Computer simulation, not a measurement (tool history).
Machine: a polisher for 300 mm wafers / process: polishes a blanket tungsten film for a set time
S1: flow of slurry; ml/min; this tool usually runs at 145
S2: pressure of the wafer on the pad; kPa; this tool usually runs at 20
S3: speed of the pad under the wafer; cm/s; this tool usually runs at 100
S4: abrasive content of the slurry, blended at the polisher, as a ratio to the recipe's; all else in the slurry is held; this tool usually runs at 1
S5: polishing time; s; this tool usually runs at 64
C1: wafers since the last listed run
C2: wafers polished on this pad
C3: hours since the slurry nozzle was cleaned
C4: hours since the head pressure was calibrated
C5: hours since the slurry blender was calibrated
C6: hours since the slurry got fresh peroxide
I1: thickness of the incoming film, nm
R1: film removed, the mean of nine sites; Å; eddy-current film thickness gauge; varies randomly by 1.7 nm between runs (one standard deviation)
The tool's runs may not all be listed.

run     day   S1    S2   S3   S4  S5    C1    C2     C3     C4     C5     C6      I1    R1
  1       0  145    20  128    1  64     0  2160   13.5  264.1  302.8   62.1  1509.9  2539
      4.308  -- worn pad replaced by a new one
      5.854  -- slurry blender recalibrated
  2  10.167  145    20  100    1  52  1315   766  257.5  508.1  103.5  306.1  1496.8  1588
  3  12.954  145  24.8  100    1  64   369  1135  324.4    575  170.4    373  1500.8  2349
  4  16.771  145    20  100    1  64   506  1642    416  666.6    262  464.6  1494.6  1872
  5    19.2  145    20  100    1  64   322  1964  474.3  724.9  320.3  522.9  1532.5  1821
     19.688  -- slurry tank refilled with fresh slurry and peroxide
     20.775  -- slurry nozzle cleaned
     23.233  -- worn pad replaced by a new one
  6  23.358  145    20  100    1  64   518    16     62  824.7  420.1   88.1  1502.6  1623
     24.404  -- slurry blender recalibrated
  7  25.917  145    20  100    1  64   328   345  123.4  886.1   36.3  149.5  1488.1  1588
  8    29.3  145    20  100    1  64   448   793  204.6  967.3  117.5  230.7  1522.6  1554
     31.975  -- head pressure recalibrated
  9  32.208  145    20  100    1  64   374  1168  274.4    5.6  187.3  300.5  1524.6  1529
 10  35.096  135    20  110    1  64   382  1551  343.7   74.9  256.6  369.8  1483.9  1584
 11    37.5  135    20  110    1  64   318  1870  401.4  132.6  314.3  427.5  1510.3  1539
     38.783  -- slurry nozzle cleaned
 12  41.321  135    20  110    1  64   501  2371   60.9  224.3    406  519.2    1497  1488
     41.429  -- slurry tank refilled with fresh slurry and peroxide, repeated, since the last time left the tool worse
     42.196  -- slurry blender recalibrated
     44.033  -- worn pad replaced by a new one
 13  45.279  145    20  100    1  64   486   165  155.9  319.3     74   92.4  1521.9  1956
 14  48.883  145    20  100    1  64   478   643  242.4  405.8  160.5  178.9  1512.4  1967
 15  51.738  145    20  100    1  64   378  1021  310.9  474.3    229  247.4  1494.6  1940
 16  55.567  145    20  100    1  64   507  1529  402.8  566.2  320.9  339.3  1483.1  1874
     58.812  -- slurry nozzle cleaned
 17  59.979  145  13.1  100    1  64   579  2109     28  672.1  426.8  445.2  1499.5  1226
     60.933  -- slurry tank refilled with fresh slurry and peroxide
     63.838  -- slurry blender recalibrated
     66.025  -- worn pad replaced by a new one
 18  70.629  145    20  100    1  64  1373   610  283.6  927.7    163  232.7  1482.2  1951
     73.038  -- head pressure recalibrated
 19  74.738  145  22.1  100    1  54   533  1144  382.2   40.8  261.6  331.3  1470.4  1781
 20  77.675  125  13.1  124    1  64   389  1534  452.7  111.3  332.1  401.8  1520.2  1474
     78.212  -- slurry nozzle cleaned
 21  79.392  120  15.9   66    1  64   222  1756   28.3  152.5  373.3    443  1521.9   940
     81.621  -- slurry tank refilled with fresh slurry and peroxide
     82.038  -- slurry blender recalibrated
 22  82.138  190  24.1   78    1  73   347  2104   94.2  218.4    2.4   12.4  1492.9  2225
     83.533  -- worn pad replaced by a new one
 23  84.004  145  22.8  100    1  45   225    62    139  263.2   47.2   57.2  1507.8  1584
 24  88.321  145    20  134    1  64   572   634  242.6  366.8  150.8  160.8  1513.4  2603
 25  91.283  125    20  124    1  64   392  1027  313.7  437.9  221.9  231.9  1495.9  2299
     95.325  -- slurry nozzle cleaned
 26  95.696  190  24.1   78    1  73   579  1607    8.9  543.8  327.8  337.8  1530.1  2090
 27    98.6  110    20  100  0.8  64   385  1992   78.6  613.5  397.5  407.5  1480.6  1712

Hidden condition of the tool, last listed run before each entry between runs versus first listed run after:
After run 1, before run 2: worn pad replaced by a new one (day 4.308); slurry blender recalibrated (day 5.854)
  peroxide lost from the slurry, %: 3.49 -> 14
  measured value less the no-hidden-state value, R1: -34 -> -94 Å
After run 5, before run 6: slurry tank refilled with fresh slurry and peroxide (day 19.688); slurry nozzle cleaned (day 20.775); worn pad replaced by a new one (day 23.233)
  peroxide lost from the slurry, %: 23.3 -> 42.3
  measured value less the no-hidden-state value, R1: -200 -> -410 Å
After run 6, before run 7: slurry blender recalibrated (day 24.404)
  peroxide lost from the slurry, %: 42.3 -> 44.9
  measured value less the no-hidden-state value, R1: -410 -> -443 Å
After run 8, before run 9: head pressure recalibrated (day 31.975)
  peroxide lost from the slurry, %: 48.4 -> 51.4
  measured value less the no-hidden-state value, R1: -494 -> -542 Å
After run 11, before run 12: slurry nozzle cleaned (day 38.783)
  peroxide lost from the slurry, %: 56.9 -> 60.8
  measured value less the no-hidden-state value, R1: -669 -> -748 Å
After run 12, before run 13: slurry tank refilled with fresh slurry and peroxide, repeated, since the last time left the tool worse (day 41.429); slurry blender recalibrated (day 42.196); worn pad replaced by a new one (day 44.033)
  peroxide lost from the slurry, %: 60.8 -> 7.35
  measured value less the no-hidden-state value, R1: -748 -> -58 Å
After run 16, before run 17: slurry nozzle cleaned (day 58.812)
  peroxide lost from the slurry, %: 18 -> 22.5
  measured value less the no-hidden-state value, R1: -150 -> -129 Å
After run 17, before run 18: slurry tank refilled with fresh slurry and peroxide (day 60.933); slurry blender recalibrated (day 63.838); worn pad replaced by a new one (day 66.025)
  peroxide lost from the slurry, %: 22.5 -> 11.8
  measured value less the no-hidden-state value, R1: -129 -> -97 Å
After run 18, before run 19: head pressure recalibrated (day 73.038)
  peroxide lost from the slurry, %: 11.8 -> 16.1
  measured value less the no-hidden-state value, R1: -97 -> -125 Å
After run 20, before run 21: slurry nozzle cleaned (day 78.212)
  peroxide lost from the slurry, %: 19.1 -> 20.9
  measured value less the no-hidden-state value, R1: -127 -> -90 Å
After run 21, before run 22: slurry tank refilled with fresh slurry and peroxide (day 81.621); slurry blender recalibrated (day 82.038)
  peroxide lost from the slurry, %: 20.9 -> 4.72
  measured value less the no-hidden-state value, R1: -90 -> -41 Å
After run 22, before run 23: worn pad replaced by a new one (day 83.533)
  peroxide lost from the slurry, %: 4.72 -> 6.65
  measured value less the no-hidden-state value, R1: -41 -> -43 Å
After run 25, before run 26: slurry nozzle cleaned (day 95.325)
  peroxide lost from the slurry, %: 14.2 -> 18.7
  measured value less the no-hidden-state value, R1: -140 -> -175 Å

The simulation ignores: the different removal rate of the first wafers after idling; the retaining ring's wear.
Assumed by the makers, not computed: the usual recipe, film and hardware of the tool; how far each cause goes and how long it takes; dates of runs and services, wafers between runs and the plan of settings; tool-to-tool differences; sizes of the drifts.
